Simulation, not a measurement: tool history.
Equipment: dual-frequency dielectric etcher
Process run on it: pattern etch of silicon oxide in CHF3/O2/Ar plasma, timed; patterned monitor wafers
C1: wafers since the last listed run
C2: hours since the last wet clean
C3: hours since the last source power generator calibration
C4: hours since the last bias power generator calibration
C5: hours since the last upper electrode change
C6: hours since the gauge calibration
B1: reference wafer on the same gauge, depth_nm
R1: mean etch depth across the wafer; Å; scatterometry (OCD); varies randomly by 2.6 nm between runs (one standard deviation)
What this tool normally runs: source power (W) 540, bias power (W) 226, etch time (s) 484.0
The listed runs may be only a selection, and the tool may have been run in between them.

run 1 day=0.000 | source_power_(W)=540 bias_power_(W)=226 etch_time_(s)=484.0 | C1=0 C2=28.3 C3=3764.0 C4=1972.5 C5=2435.8 C6=216.8 | B1=1249.5 | R1=11228
run 2 day=3.488 | source_power_(W)=540 bias_power_(W)=226 etch_time_(s)=484.0 | C1=347 C2=112.0 C3=3847.7 C4=2056.2 C5=2519.5 C6=300.5 | B1=1250.7 | R1=11326
run 3 day=7.933 | source_power_(W)=540 bias_power_(W)=226 etch_time_(s)=484.0 | C1=443 C2=218.7 C3=3954.4 C4=2162.9 C5=2626.2 C6=407.2 | B1=1249.8 | R1=11342
run 4 day=11.279 | source_power_(W)=540 bias_power_(W)=226 etch_time_(s)=484.0 | C1=333 C2=299.0 C3=4034.7 C4=2243.2 C5=2706.5 C6=487.5 | B1=1249.6 | R1=11397
run 5 day=14.829 | source_power_(W)=540 bias_power_(W)=226 etch_time_(s)=484.0 | C1=353 C2=384.2 C3=4119.9 C4=2328.4 C5=2791.7 C6=572.7 | B1=1250.4 | R1=11489
-- day=15.058 source power generator calibrated
-- day=19.467 wet clean of the chamber
run 6 day=19.488 | source_power_(W)=540 bias_power_(W)=226 etch_time_(s)=484.0 | C1=347 C2=0.5 C3=106.3 C4=2440.2 C5=2903.5 C6=684.5 | B1=1250.3 | R1=11178
-- day=20.129 gauge calibrated
run 7 day=21.996 | source_power_(W)=540 bias_power_(W)=226 etch_time_(s)=484.0 | C1=249 C2=60.7 C3=166.5 C4=2500.4 C5=2963.7 C6=44.8 | B1=1250.0 | R1=11249
run 8 day=23.621 | source_power_(W)=540 bias_power_(W)=226 etch_time_(s)=484.0 | C1=161 C2=99.7 C3=205.5 C4=2539.4 C5=3002.7 C6=83.8 | B1=1250.1 | R1=11266
-- day=33.212 bias power generator calibrated
run 9 day=34.938 | source_power_(W)=540 bias_power_(W)=210 etch_time_(s)=484.0 | C1=1111 C2=371.3 C3=477.1 C4=41.4 C5=3274.3 C6=355.4 | B1=1250.0 | R1=11246
-- day=37.679 wet clean of the chamber
-- day=38.150 upper electrode replaced
run 10 day=38.171 | source_power_(W)=540 bias_power_(W)=226 etch_time_(s)=484.0 | C1=175 C2=11.8 C3=554.7 C4=119.0 C5=0.5 C6=433.0 | B1=1249.8 | R1=11433
run 11 day=41.242 | source_power_(W)=440 bias_power_(W)=272 etch_time_(s)=408.0 | C1=306 C2=85.5 C3=628.4 C4=192.7 C5=74.2 C6=506.7 | B1=1250.5 | R1=9736
run 12 day=42.796 | source_power_(W)=470 bias_power_(W)=243 etch_time_(s)=484.0 | C1=154 C2=122.8 C3=665.7 C4=230.0 C5=111.5 C6=544.0 | B1=1249.7 | R1=11232
run 13 day=45.646 | source_power_(W)=450 bias_power_(W)=278 etch_time_(s)=606.0 | C1=284 C2=191.2 C3=734.1 C4=298.4 C5=179.9 C6=612.4 | B1=1249.7 | R1=14752
run 14 day=48.071 | source_power_(W)=500 bias_power_(W)=275 etch_time_(s)=484.0 | C1=241 C2=249.4 C3=792.3 C4=356.6 C5=238.1 C6=670.6 | B1=1249.9 | R1=12316

Exercise: give the hidden state of the tool at every run:
source power that arrives over what is set, %: 0 at every run
gauge reads high (%): 0 at every run
H1: etch rate over this chamber's usual, %
H2: bias power that arrives over what is set, %
run=1 H1=0.118 H2=-4.71
run=2 H1=0.622 H2=-4.76
run=3 H1=1.26 H2=-4.82
run=4 H1=1.75 H2=-4.86
run=5 H1=2.26 H2=-4.89
run=6 H1=-0.299 H2=-4.94
run=7 H1=0.0636 H2=-4.96
run=8 H1=0.298 H2=-4.97
run=9 H1=1.93 H2=-0.645
run=10 H1=-0.00945 H2=-1.08
run=11 H1=0.434 H2=-1.45
run=12 H1=0.659 H2=-1.63
run=13 H1=1.07 H2=-1.93
run=14 H1=1.42 H2=-2.18
